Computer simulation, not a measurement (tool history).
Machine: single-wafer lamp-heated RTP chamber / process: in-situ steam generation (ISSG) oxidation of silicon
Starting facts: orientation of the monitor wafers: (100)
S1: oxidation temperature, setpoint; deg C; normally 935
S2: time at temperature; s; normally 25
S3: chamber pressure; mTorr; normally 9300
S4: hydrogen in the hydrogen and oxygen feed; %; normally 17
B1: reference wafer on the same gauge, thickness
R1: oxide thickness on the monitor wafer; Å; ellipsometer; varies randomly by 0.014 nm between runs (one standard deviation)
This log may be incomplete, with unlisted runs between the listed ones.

| run | hour | S1 | S2 | S3 | S4 | B1 | R1 |
|---|---|---|---|---|---|---|---|
| 1 | 0.0 | 935 | 25 | 9300 | 22 | 3.453 | 42.08 |
| 2 | 46.7 | 935 | 25 | 9300 | 22 | 3.454 | 42.08 |
|  | 183.5 | pyrometer window cleaned and pyrometer calibrated |
| 3 | 284.4 | 935 | 25 | 9300 | 22 | 3.447 | 42.17 |
| 4 | 333.1 | 935 | 25 | 9900 | 17 | 3.445 | 39.36 |
| 5 | 399.1 | 935 | 25 | 9300 | 17 | 3.447 | 39.87 |
|  | 447.4 | hydrogen flow controller replaced |
| 6 | 474.6 | 935 | 25 | 9300 | 17 | 3.444 | 39.83 |
| 7 | 561.8 | 935 | 25 | 9300 | 17 | 3.436 | 39.87 |
|  | 590.0 | pyrometer window cleaned and pyrometer calibrated |
| 8 | 606.4 | 935 | 25 | 9300 | 17 | 3.441 | 39.75 |
| 9 | 702.1 | 935 | 25 | 9300 | 17 | 3.440 | 39.59 |
|  | 780.6 | pressure gauge zeroed |
|  | 799.7 | gauge calibrated |
| 10 | 856.5 | 935 | 25 | 9300 | 17 | 3.533 | 40.47 |
| 11 | 942.7 | 918 | 18 | 8200 | 25 | 3.514 | 37.51 |
|  | 964.4 | pyrometer window cleaned and pyrometer calibrated |
| 12 | 1014.2 | 935 | 25 | 9300 | 17 | 3.501 | 40.58 |
| 13 | 1053.8 | 929 | 31 | 7900 | 25 | 3.495 | 48.07 |
| 14 | 1152.1 | 935 | 20 | 8400 | 17 | 3.487 | 37.12 |
| 15 | 1256.4 | 935 | 25 | 9300 | 27 | 3.475 | 44.34 |
|  | 1292.2 | pyrometer window cleaned and pyrometer calibrated |
| 16 | 1312.4 | 953 | 25 | 8400 | 17 | 3.470 | 42.83 |
| 17 | 1378.3 | 935 | 20 | 9300 | 17 | 3.467 | 36.26 |
| 18 | 1480.2 | 951 | 25 | 9300 | 14 | 3.463 | 40.43 |

Predict each of these 3 candidate next runs independently; none follows another, all start after run 18:
| A | 1480.6 | 935 | 25 | 8800 | 17 | ? | ? |
| B | 1480.6 | 935 | 33 | 10200 | 17 | ? | ? |
| C | 1480.6 | 941 | 31 | 9300 | 11 | ? | ? |

| run | B1 | R1 |
|---|---|---|
| A | 3.459 | 39.97 |
| B | 3.459 | 44.36 |
| C | 3.459 | 40.97 |
With no hidden state in the tool, these same runs would have given:
| run | R1 |
|---|---|
| A | 40.90 |
| B | 45.39 |
| C | 41.92 |

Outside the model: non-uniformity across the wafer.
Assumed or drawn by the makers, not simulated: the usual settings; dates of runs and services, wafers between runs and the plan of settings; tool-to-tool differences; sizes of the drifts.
